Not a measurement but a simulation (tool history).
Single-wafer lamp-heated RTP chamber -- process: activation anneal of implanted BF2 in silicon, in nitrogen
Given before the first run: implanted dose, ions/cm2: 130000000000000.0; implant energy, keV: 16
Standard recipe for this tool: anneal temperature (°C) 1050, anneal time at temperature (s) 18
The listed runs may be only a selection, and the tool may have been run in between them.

| run | hour | anneal temperature (°C) | anneal time at temperature (s) | read-back reference wafer on the same gauge, sheet resistance | sheet resistance of the implanted and annealed layer (ohm/square) |
|---|---|---|---|---|---|
| 1 | 0.0 | 1050 | 23 | 805.03 | 685.45 |
|  | 45.1 | reflector plate cleaned |
|  | 53.9 | pyrometer window cleaned and pyrometer calibrated |
| 2 | 54.4 | 1057 | 16 | 805.19 | 694.80 |
|  | 61.0 | gauge calibrated |
| 3 | 86.0 | 1057 | 16 | 805.03 | 693.58 |
| 4 | 119.1 | 1057 | 16 | 805.23 | 691.35 |
| 5 | 165.6 | 1050 | 18 | 805.46 | 694.38 |
| 6 | 190.1 | 1050 | 18 | 805.28 | 693.59 |
| 7 | 222.7 | 1040 | 24 | 804.92 | 690.42 |
| 8 | 254.4 | 1040 | 24 | 805.15 | 688.36 |
|  | 278.4 | pyrometer window cleaned and pyrometer calibrated |
| 9 | 303.9 | 1050 | 18 | 804.77 | 693.24 |
| 10 | 336.0 | 1050 | 18 | 804.90 | 695.04 |
|  | 344.7 | reflector plate cleaned |
| 11 | 360.9 | 1050 | 18 | 804.93 | 693.89 |
| 12 | 404.7 | 1050 | 26 | 805.09 | 684.60 |
| 13 | 462.2 | 1050 | 18 | 805.12 | 690.13 |
| 14 | 499.7 | 1050 | 18 | 805.19 | 689.81 |
|  | 536.3 | pyrometer window cleaned and pyrometer calibrated |
| 15 | 537.1 | 1050 | 18 | 805.38 | 694.49 |
| 16 | 587.9 | 1042 | 14 | 805.17 | 700.10 |
|  | 652.4 | reflector plate cleaned |
| 17 | 652.9 | 1038 | 18 | 805.06 | 697.16 |
|  | 662.5 | gauge calibrated |
| 18 | 681.1 | 1058 | 15 | 804.86 | 694.91 |
| 19 | 708.8 | 1050 | 13 | 805.11 | 700.28 |
| 20 | 755.3 | 1050 | 12 | 805.22 | 697.43 |
| 21 | 788.7 | 1050 | 9 | 805.26 | 702.53 |
|  | 804.4 | pyrometer window cleaned and pyrometer calibrated |
| 22 | 844.4 | 1067 | 27 | 804.78 | 676.58 |
| 23 | 883.0 | 1050 | 18 | 805.24 | 693.62 |
|  | 909.5 | reflector plate cleaned |
| 24 | 919.4 | 1050 | 18 | 805.03 | 691.69 |
|  | 1034.4 | pyrometer window cleaned and pyrometer calibrated |
| 25 | 1044.5 | 1050 | 25 | 804.87 | 685.81 |
| 26 | 1097.3 | 1031 | 14 | 805.00 | 704.80 |
| 27 | 1121.5 | 1077 | 26 | 805.25 | 672.09 |
|  | 1168.1 | reflector plate cleaned |
| 28 | 1179.7 | 1034 | 13 | 804.67 | 703.22 |

Selected run-to-run steps in sheet resistance of the implanted and annealed layer (ohm/square), each split into two signed amounts: the part the tool would show with no hidden state at all (from settings, incoming material and random variation), and the remainder, which goes to the hidden state together with any gauge scatter not common to the measured and the hidden-state-free results:
Hidden conditions of the tool in this case: true wafer temperature minus pyrometer reading, K; wafer temperature error from the tarnished reflector plate, K; gauge reads high (%).
Run 8 -> 9: anneal temperature (°C) 1040 -> 1050, anneal time at temperature (s) 24 -> 18, pyrometer window cleaned and pyrometer calibrated. sheet resistance of the implanted and annealed layer (ohm/square) +4.88: hidden state +3.71, all else +1.17.
Run 14 -> 15: pyrometer window cleaned and pyrometer calibrated. sheet resistance of the implanted and annealed layer (ohm/square) +4.68: hidden state +3.89, all else +0.79.
Run 26 -> 27: anneal temperature (°C) 1031 -> 1077, anneal time at temperature (s) 14 -> 26. sheet resistance of the implanted and annealed layer (ohm/square) -32.71: hidden state -0.82, all else -31.89.
Run 27 -> 28: anneal temperature (°C) 1077 -> 1034, anneal time at temperature (s) 26 -> 13, reflector plate cleaned. sheet resistance of the implanted and annealed layer (ohm/square) +31.13: hidden state -0.12, all else +31.25.
